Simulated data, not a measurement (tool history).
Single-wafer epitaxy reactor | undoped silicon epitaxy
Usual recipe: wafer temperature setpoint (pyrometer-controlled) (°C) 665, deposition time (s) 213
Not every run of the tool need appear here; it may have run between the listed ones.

run,hour,wafer temperature setpoint (pyrometer-controlled) (°C),deposition time (s),"read-back reference wafer on the same gauge, thickness_nm",mean film thickness on the monitor wafer (nm)
1,0,657,213,51.993,47.489
2,24.3,660,213,52.023,50.313
3,44.8,665,201,51.987,52.203
4,59.2,665,201,51.883,52.307
5,82.1,665,201,52.012,52.824
6,111.3,665,213,52.046,55.797
7,147.1,665,213,51.96,55.673
8,173.8,665,213,51.972,55.624
# hour 250.4: gauge calibrated
9,270.1,672,213,52.043,63.051
10,300.7,672,213,52.029,62.92
11,372.7,672,235,51.961,69.864
12,388.6,659,202,52.043,47.336
13,419,677,200,51.917,65.247
# hour 439.3: pyrometer calibrated
14,453.4,661,182,51.927,41.729
15,476.6,665,213,52.023,53.041
16,498.6,651,190,52.029,36.335
17,520.1,676,213,52.117,64.742
18,543.7,665,247,51.985,62.156
19,573.7,672,213,51.986,60.645
20,599.3,665,213,52.031,53.761

Each row is a separate what-if for the run after 20, all from the same tool condition, not one after another. Results?
A,599.8,679,213,?,?
B,599.8,661,249,?,?
C,599.8,672,248,?,?

run,"read-back reference wafer on the same gauge, thickness_nm",mean film thickness on the monitor wafer (nm)
A,51.957,69.226
B,51.957,58.142
C,51.957,70.969
Stripped of hidden state, with their random variation kept, the same runs would have yielded:
run,mean film thickness on the monitor wafer (nm)
A,68.351
B,57.382
C,70.06
